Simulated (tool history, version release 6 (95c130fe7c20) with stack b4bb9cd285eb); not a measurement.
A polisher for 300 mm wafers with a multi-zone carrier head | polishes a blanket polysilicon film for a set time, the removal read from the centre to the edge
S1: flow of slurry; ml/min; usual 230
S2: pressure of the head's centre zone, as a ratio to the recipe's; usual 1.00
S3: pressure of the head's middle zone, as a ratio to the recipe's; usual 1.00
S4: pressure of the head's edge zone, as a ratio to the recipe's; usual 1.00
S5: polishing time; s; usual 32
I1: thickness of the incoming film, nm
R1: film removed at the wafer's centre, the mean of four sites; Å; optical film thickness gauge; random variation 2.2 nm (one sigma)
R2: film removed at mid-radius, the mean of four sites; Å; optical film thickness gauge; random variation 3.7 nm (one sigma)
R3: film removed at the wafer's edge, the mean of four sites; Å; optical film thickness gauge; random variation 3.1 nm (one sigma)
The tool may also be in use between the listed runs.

{"run": 1, "hour": 0.0, "S1": 230, "S2": 1.0, "S3": 1.0, "S4": 1.0, "S5": 41, "I1": 2210.3, "R1": 3403, "R2": 3310, "R3": 3283}
{"run": 2, "hour": 44.5, "S1": 230, "S2": 1.0, "S3": 1.0, "S4": 1.0, "S5": 22, "I1": 2195.0, "R1": 1858, "R2": 1755, "R3": 1737}
{"run": 3, "hour": 74.1, "S1": 230, "S2": 1.0, "S3": 1.0, "S4": 1.04, "S5": 41, "I1": 2215.8, "R1": 3424, "R2": 3225, "R3": 3300}
{"run": 4, "hour": 106.2, "S1": 230, "S2": 1.0, "S3": 1.0, "S4": 0.96, "S5": 36, "I1": 2253.6, "R1": 3095, "R2": 2814, "R3": 2775}
{"run": 5, "hour": 165.3, "S1": 155, "S2": 1.0, "S3": 1.0, "S4": 1.0, "S5": 25, "I1": 2241.0, "R1": 1993, "R2": 1866, "R3": 1859}
{"hour": 224.4, "done": "edge zone pressure recalibrated"}
{"run": 6, "hour": 228.1, "S1": 230, "S2": 1.0, "S3": 1.0, "S4": 0.88, "S5": 32, "I1": 2264.9, "R1": 2757, "R2": 2504, "R3": 2388}
{"run": 7, "hour": 266.0, "S1": 230, "S2": 1.0, "S3": 1.05, "S4": 0.94, "S5": 41, "I1": 2201.5, "R1": 3505, "R2": 3267, "R3": 3040}
{"hour": 295.8, "done": "worn pad replaced by a new one"}
{"run": 8, "hour": 319.2, "S1": 230, "S2": 1.0, "S3": 0.9, "S4": 1.0, "S5": 32, "I1": 2240.2, "R1": 2737, "R2": 2277, "R3": 2470}
{"hour": 325.5, "done": "centre zone pressure recalibrated"}
{"run": 9, "hour": 368.9, "S1": 230, "S2": 1.0, "S3": 1.0, "S4": 0.94, "S5": 28, "I1": 2252.3, "R1": 2207, "R2": 2142, "R3": 2124}
{"run": 10, "hour": 415.5, "S1": 230, "S2": 1.0, "S3": 1.0, "S4": 1.0, "S5": 32, "I1": 2238.7, "R1": 2594, "R2": 2455, "R3": 2499}
{"run": 11, "hour": 454.9, "S1": 230, "S2": 1.1, "S3": 1.0, "S4": 1.0, "S5": 32, "I1": 2266.1, "R1": 2911, "R2": 2397, "R3": 2489}
{"run": 12, "hour": 492.0, "S1": 230, "S2": 1.0, "S3": 1.0, "S4": 0.89, "S5": 32, "I1": 2233.3, "R1": 2643, "R2": 2476, "R3": 2330}
{"run": 13, "hour": 540.4, "S1": 230, "S2": 1.0, "S3": 1.0, "S4": 1.0, "S5": 32, "I1": 2236.9, "R1": 2644, "R2": 2408, "R3": 2466}
{"run": 14, "hour": 598.0, "S1": 230, "S2": 1.0, "S3": 1.0, "S4": 1.0, "S5": 32, "I1": 2240.6, "R1": 2650, "R2": 2393, "R3": 2459}
{"hour": 674.3, "done": "slurry nozzle cleaned"}
{"hour": 715.6, "done": "worn pad replaced by a new one"}
{"hour": 756.4, "done": "centre zone pressure recalibrated"}
{"run": 15, "hour": 791.9, "S1": 305, "S2": 1.03, "S3": 1.09, "S4": 1.0, "S5": 32, "I1": 2187.6, "R1": 2728, "R2": 2786, "R3": 2589}
{"run": 16, "hour": 837.3, "S1": 230, "S2": 1.0, "S3": 1.0, "S4": 1.0, "S5": 29, "I1": 2238.4, "R1": 2417, "R2": 2262, "R3": 2327}
{"run": 17, "hour": 902.6, "S1": 230, "S2": 0.97, "S3": 1.0, "S4": 1.0, "S5": 32, "I1": 2242.3, "R1": 2623, "R2": 2543, "R3": 2533}
{"hour": 964.2, "done": "carrier head's membrane replaced by a new one"}
{"run": 18, "hour": 974.6, "S1": 230, "S2": 1.06, "S3": 1.0, "S4": 0.95, "S5": 32, "I1": 2229.1, "R1": 2849, "R2": 2528, "R3": 2419}
{"run": 19, "hour": 1042.0, "S1": 290, "S2": 1.0, "S3": 1.0, "S4": 0.9, "S5": 37, "I1": 2240.1, "R1": 3220, "R2": 3064, "R3": 2824}
{"hour": 1086.2, "done": "edge zone pressure recalibrated"}
{"run": 20, "hour": 1092.6, "S1": 160, "S2": 1.06, "S3": 1.0, "S4": 1.0, "S5": 32, "I1": 2211.2, "R1": 2710, "R2": 2374, "R3": 2424}

The next listed run, before its measurement:
{"run": 21, "hour": 1122.7, "S1": 230, "S2": 1.0, "S3": 1.0, "S4": 1.0, "S5": 32, "I1": 2207.2, "R1": "?", "R2": "?", "R3": "?"}

Run 21 gave R1 2723 Å, R2 2501 Å, R3 2447 Å.
Without the tool's hidden state the same run would have given R1 2483 Å, R2 2543 Å, R3 2477 Å.
